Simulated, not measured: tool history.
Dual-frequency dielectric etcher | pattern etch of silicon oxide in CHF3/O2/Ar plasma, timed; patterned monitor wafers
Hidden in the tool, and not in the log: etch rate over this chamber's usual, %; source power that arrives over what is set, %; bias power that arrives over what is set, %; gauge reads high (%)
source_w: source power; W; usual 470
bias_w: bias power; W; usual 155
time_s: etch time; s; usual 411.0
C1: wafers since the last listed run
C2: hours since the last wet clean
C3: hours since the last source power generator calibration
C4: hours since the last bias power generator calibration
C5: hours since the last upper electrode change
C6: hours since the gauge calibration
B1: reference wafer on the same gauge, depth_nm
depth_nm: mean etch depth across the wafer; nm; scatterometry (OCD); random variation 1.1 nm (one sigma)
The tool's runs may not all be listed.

Run 1, day 0.000: usual settings; C1 0; C2 66.6; C3 1370.7; C4 3668.8; C5 4949.3; C6 168.6; B1 729.9. Result: depth_nm 747.0 nm.
Run 2, day 1.342: usual settings but time_s 313.0 s; C1 157; C2 98.8; C3 1402.9; C4 3701.0; C5 4981.5; C6 200.8; B1 730.1. Result: depth_nm 568.8 nm.
Run 3, day 2.567: usual settings but time_s 313.0 s; C1 143; C2 128.2; C3 1432.3; C4 3730.4; C5 5010.9; C6 230.2; B1 730.0. Result: depth_nm 568.8 nm.
Run 4, day 3.725: usual settings; C1 135; C2 156.0; C3 1460.1; C4 3758.2; C5 5038.7; C6 258.0; B1 730.0. Result: depth_nm 746.5 nm.
Run 5, day 7.758: usual settings; C1 472; C2 252.8; C3 1556.9; C4 3855.0; C5 5135.5; C6 354.8; B1 730.1. Result: depth_nm 748.0 nm.
Run 6, day 10.388: usual settings; C1 307; C2 315.9; C3 1620.0; C4 3918.1; C5 5198.6; C6 417.9; B1 729.9. Result: depth_nm 748.3 nm.
Run 7, day 11.433: usual settings but time_s 328.5 s; C1 122; C2 341.0; C3 1645.1; C4 3943.2; C5 5223.7; C6 443.0; B1 729.9. Result: depth_nm 598.0 nm.
At day 14.975: wet clean of the chamber.
Run 8, day 14.996: usual settings; C1 299; C2 0.5; C3 1730.6; C4 4028.7; C5 5309.2; C6 528.5; B1 730.1. Result: depth_nm 746.9 nm.
Run 9, day 15.508: usual settings; C1 59; C2 12.8; C3 1742.9; C4 4041.0; C5 5321.5; C6 540.8; B1 729.9. Result: depth_nm 748.2 nm.
Run 10, day 18.217: usual settings; C1 316; C2 77.8; C3 1807.9; C4 4106.0; C5 5386.5; C6 605.8; B1 730.0. Result: depth_nm 748.2 nm.
At day 19.362: source power generator calibrated.
Run 11, day 19.383: usual settings; C1 117; C2 105.8; C3 0.5; C4 4134.0; C5 5414.5; C6 633.8; B1 729.9. Result: depth_nm 737.6 nm.
At day 20.800: bias power generator calibrated.
At day 21.021: gauge calibrated.
At day 22.017: upper electrode replaced.
Run 12, day 22.038: usual settings but source_w 380 W, bias_w 183 W, time_s 363.0 s; C1 174; C2 169.5; C3 64.2; C4 29.7; C5 0.5; C6 24.4; B1 729.7. Result: depth_nm 684.0 nm.
Run 13, day 22.588: usual settings but source_w 430 W, bias_w 189 W; C1 64; C2 182.7; C3 77.4; C4 42.9; C5 13.7; C6 37.6; B1 729.9. Result: depth_nm 816.8 nm.
Run 14, day 25.538: usual settings but source_w 420 W; C1 345; C2 253.5; C3 148.2; C4 113.7; C5 84.5; C6 108.4; B1 730.0. Result: depth_nm 731.7 nm.
Run 15, day 30.054: usual settings but bias_w 170 W; C1 528; C2 361.9; C3 256.6; C4 222.1; C5 192.9; C6 216.8; B1 730.1. Result: depth_nm 798.5 nm.
Run 16, day 31.467: usual settings but bias_w 125 W, time_s 342.0 s; C1 165; C2 395.8; C3 290.5; C4 256.0; C5 226.8; C6 250.7; B1 730.0. Result: depth_nm 561.2 nm.
At day 33.508: wet clean of the chamber.
Run 17, day 34.254: usual settings but bias_w 181 W; C1 209; C2 17.9; C3 357.4; C4 322.9; C5 293.7; C6 317.6; B1 730.2. Result: depth_nm 822.3 nm.

Hidden state or all else? Some run-to-run changes of depth_nm, split into what the settings, what came in and random variation would give without the hidden state, and what is left for the hidden state (with any gauge scatter that isn't in both results):
Run 11 -> 12: source_w 470 -> 380, bias_w 155 -> 183, time_s 411.0 -> 363.0, bias power generator calibrated, gauge calibrated, upper electrode replaced. depth_nm -53.6 nm: hidden state +20.9, all else -74.5.
Run 16 -> 17: bias_w 125 -> 181, time_s 342.0 -> 411.0, wet clean of the chamber. depth_nm +261.1 nm: hidden state -0.1, all else +261.2.

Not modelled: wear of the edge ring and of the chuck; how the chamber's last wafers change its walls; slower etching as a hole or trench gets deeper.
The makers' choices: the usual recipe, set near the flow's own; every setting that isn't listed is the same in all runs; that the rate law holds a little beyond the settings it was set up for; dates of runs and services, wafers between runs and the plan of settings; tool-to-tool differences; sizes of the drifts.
